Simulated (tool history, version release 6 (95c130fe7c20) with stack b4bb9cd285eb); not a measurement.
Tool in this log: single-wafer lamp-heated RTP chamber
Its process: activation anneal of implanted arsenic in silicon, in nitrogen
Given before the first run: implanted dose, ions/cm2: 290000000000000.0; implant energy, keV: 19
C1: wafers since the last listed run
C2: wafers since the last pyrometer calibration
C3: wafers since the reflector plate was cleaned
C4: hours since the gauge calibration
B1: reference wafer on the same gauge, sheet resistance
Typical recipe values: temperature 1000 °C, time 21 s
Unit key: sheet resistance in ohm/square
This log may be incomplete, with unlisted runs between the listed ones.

{"run": 1, "hour": 0.0, "temperature": 1000, "time": 21, "C1": 0, "C2": 1549, "C3": 1838, "C4": 666.7, "B1": 279.14, "sheet resistance": 309.87}
{"run": 2, "hour": 34.8, "temperature": 1000, "time": 21, "C1": 681, "C2": 2230, "C3": 2519, "C4": 701.5, "B1": 279.09, "sheet resistance": 308.79}
{"run": 3, "hour": 104.9, "temperature": 1000, "time": 21, "C1": 1371, "C2": 3602, "C3": 3891, "C4": 771.6, "B1": 278.83, "sheet resistance": 309.23}
{"run": 4, "hour": 148.7, "temperature": 1000, "time": 21, "C1": 857, "C2": 4459, "C3": 4748, "C4": 815.4, "B1": 278.79, "sheet resistance": 309.36}
{"run": 5, "hour": 182.3, "temperature": 1000, "time": 21, "C1": 657, "C2": 5117, "C3": 5405, "C4": 849, "B1": 278.65, "sheet resistance": 309.28}
{"run": 6, "hour": 223.4, "temperature": 1000, "time": 21, "C1": 804, "C2": 5921, "C3": 6210, "C4": 890.1, "B1": 278.51, "sheet resistance": 309.67}
{"run": 7, "hour": 284.4, "temperature": 1000, "time": 21, "C1": 1193, "C2": 7115, "C3": 7404, "C4": 951.1, "B1": 278.39, "sheet resistance": 308.69}
{"hour": 314.2, "done": "pyrometer window cleaned and pyrometer calibrated"}
{"run": 8, "hour": 338.9, "temperature": 1000, "time": 21, "C1": 910, "C2": 483, "C3": 8314, "C4": 1005.6, "B1": 278.24, "sheet resistance": 308.73}
{"run": 9, "hour": 402.9, "temperature": 1000, "time": 21, "C1": 1252, "C2": 1735, "C3": 9566, "C4": 1069.6, "B1": 278.16, "sheet resistance": 308.52}
{"run": 10, "hour": 440.7, "temperature": 1000, "time": 21, "C1": 739, "C2": 2475, "C3": 10306, "C4": 1107.4, "B1": 277.92, "sheet resistance": 308.65}
{"run": 11, "hour": 471.2, "temperature": 1000, "time": 30, "C1": 596, "C2": 3072, "C3": 10903, "C4": 1137.9, "B1": 277.85, "sheet resistance": 306.49}
{"run": 12, "hour": 536.4, "temperature": 1000, "time": 21, "C1": 1275, "C2": 4348, "C3": 12179, "C4": 1203.1, "B1": 277.66, "sheet resistance": 308.22}
{"hour": 553.3, "done": "gauge calibrated"}
{"hour": 625.0, "done": "reflector plate cleaned"}
{"hour": 643.1, "done": "pyrometer window cleaned and pyrometer calibrated"}
{"run": 13, "hour": 704.4, "temperature": 1000, "time": 21, "C1": 2974, "C2": 1199, "C3": 1397, "C4": 151.1, "B1": 280.93, "sheet resistance": 311.14}
{"run": 14, "hour": 773.4, "temperature": 1000, "time": 21, "C1": 1350, "C2": 2549, "C3": 2747, "C4": 220.1, "B1": 280.75, "sheet resistance": 311.08}
{"run": 15, "hour": 815.0, "temperature": 1000, "time": 21, "C1": 814, "C2": 3363, "C3": 3561, "C4": 261.7, "B1": 280.57, "sheet resistance": 311.27}
{"run": 16, "hour": 856.6, "temperature": 1000, "time": 24, "C1": 814, "C2": 4177, "C3": 4375, "C4": 303.3, "B1": 280.45, "sheet resistance": 311.2}
{"run": 17, "hour": 889.3, "temperature": 980, "time": 21, "C1": 639, "C2": 4817, "C3": 5015, "C4": 336, "B1": 280.43, "sheet resistance": 312.27}
{"run": 18, "hour": 942.8, "temperature": 983, "time": 10, "C1": 1047, "C2": 5864, "C3": 6062, "C4": 389.5, "B1": 280.11, "sheet resistance": 315.51}
{"hour": 979.6, "done": "pyrometer window cleaned and pyrometer calibrated"}
{"run": 19, "hour": 1003.0, "temperature": 1000, "time": 10, "C1": 1021, "C2": 458, "C3": 7084, "C4": 449.7, "B1": 280.09, "sheet resistance": 314.33}
{"run": 20, "hour": 1043.3, "temperature": 992, "time": 33, "C1": 788, "C2": 1247, "C3": 7873, "C4": 490, "B1": 279.91, "sheet resistance": 309.61}
{"run": 21, "hour": 1088.8, "temperature": 1018, "time": 31, "C1": 890, "C2": 2137, "C3": 8763, "C4": 535.5, "B1": 279.86, "sheet resistance": 305.98}
{"run": 22, "hour": 1113.2, "temperature": 990, "time": 14, "C1": 477, "C2": 2615, "C3": 9241, "C4": 559.9, "B1": 279.74, "sheet resistance": 312.61}
{"run": 23, "hour": 1163.7, "temperature": 1028, "time": 21, "C1": 988, "C2": 3603, "C3": 10229, "C4": 610.4, "B1": 279.64, "sheet resistance": 306.85}
{"hour": 1192.6, "done": "reflector plate cleaned"}
{"run": 24, "hour": 1201.2, "temperature": 1000, "time": 21, "C1": 577, "C2": 4180, "C3": 168, "C4": 647.9, "B1": 279.56, "sheet resistance": 310.06}
{"run": 25, "hour": 1263.9, "temperature": 974, "time": 25, "C1": 1227, "C2": 5407, "C3": 1395, "C4": 710.6, "B1": 279.3, "sheet resistance": 312.17}
{"run": 26, "hour": 1290.7, "temperature": 985, "time": 14, "C1": 524, "C2": 5932, "C3": 1919, "C4": 737.4, "B1": 279.25, "sheet resistance": 313.25}
{"run": 27, "hour": 1322.6, "temperature": 1000, "time": 21, "C1": 624, "C2": 6556, "C3": 2543, "C4": 769.3, "B1": 279.2, "sheet resistance": 309.92}
{"run": 28, "hour": 1350.5, "temperature": 1011, "time": 28, "C1": 546, "C2": 7102, "C3": 3089, "C4": 797.2, "B1": 279.06, "sheet resistance": 306.51}
{"hour": 1370.7, "done": "pyrometer window cleaned and pyrometer calibrated"}
{"run": 29, "hour": 1387.2, "temperature": 1021, "time": 14, "C1": 561, "C2": 321, "C3": 3651, "C4": 833.9, "B1": 278.92, "sheet resistance": 309.35}
{"run": 30, "hour": 1454.8, "temperature": 981, "time": 13, "C1": 1322, "C2": 1644, "C3": 4974, "C4": 901.5, "B1": 278.76, "sheet resistance": 313.87}
{"run": 31, "hour": 1490.4, "temperature": 982, "time": 21, "C1": 696, "C2": 2341, "C3": 5671, "C4": 937.1, "B1": 278.7, "sheet resistance": 310.65}
{"run": 32, "hour": 1544.5, "temperature": 990, "time": 32, "C1": 1058, "C2": 3400, "C3": 6730, "C4": 991.2, "B1": 278.54, "sheet resistance": 308.26}
{"run": 33, "hour": 1581.9, "temperature": 983, "time": 21, "C1": 731, "C2": 4132, "C3": 7461, "C4": 1028.6, "B1": 278.42, "sheet resistance": 310.23}
{"run": 34, "hour": 1629.3, "temperature": 1019, "time": 32, "C1": 927, "C2": 5059, "C3": 8389, "C4": 1076, "B1": 278.26, "sheet resistance": 303.52}
{"run": 35, "hour": 1655.7, "temperature": 990, "time": 14, "C1": 516, "C2": 5576, "C3": 8906, "C4": 1102.4, "B1": 278.23, "sheet resistance": 310.96}
{"hour": 1661.1, "done": "gauge calibrated"}
{"run": 36, "hour": 1725.3, "temperature": 987, "time": 14, "C1": 1362, "C2": 6938, "C3": 10268, "C4": 64.2, "B1": 280.83, "sheet resistance": 314.73}
{"hour": 1771.5, "done": "pyrometer window cleaned and pyrometer calibrated"}
{"run": 37, "hour": 1772.0, "temperature": 1000, "time": 30, "C1": 757, "C2": 10, "C3": 11025, "C4": 110.9, "B1": 280.78, "sheet resistance": 310.16}

Measured minus without-hidden-state, run by run (identical run-to-run variation in each term; gauge scatter may differ):
Hidden state present: true wafer temperature minus pyrometer reading, K; wafer temperature error from the tarnished reflector plate, K; gauge reads high (%).
run=1 sheet_resistance=-2.03
run=2 sheet_resistance=-2.13
run=3 sheet_resistance=-2.36
run=4 sheet_resistance=-2.5
run=5 sheet_resistance=-2.59
run=6 sheet_resistance=-2.73
run=7 sheet_resistance=-2.91
run=8 sheet_resistance=-3.08
run=9 sheet_resistance=-3.28
run=10 sheet_resistance=-3.4
run=11 sheet_resistance=-3.47
run=12 sheet_resistance=-3.69
run=13 sheet_resistance=-0.12
run=14 sheet_resistance=-0.34
run=15 sheet_resistance=-0.46
run=16 sheet_resistance=-0.59
run=17 sheet_resistance=-0.69
run=18 sheet_resistance=-0.87
run=19 sheet_resistance=-1.05
run=20 sheet_resistance=-1.17
run=21 sheet_resistance=-1.29
run=22 sheet_resistance=-1.39
run=23 sheet_resistance=-1.52
run=24 sheet_resistance=-1.65
run=25 sheet_resistance=-1.86
run=26 sheet_resistance=-1.95
run=27 sheet_resistance=-2.03
run=28 sheet_resistance=-2.09
run=29 sheet_resistance=-2.22
run=30 sheet_resistance=-2.47
run=31 sheet_resistance=-2.56
run=32 sheet_resistance=-2.71
run=33 sheet_resistance=-2.84
run=34 sheet_resistance=-2.92
run=35 sheet_resistance=-3.08
run=36 sheet_resistance=-0.16
run=37 sheet_resistance=-0.3
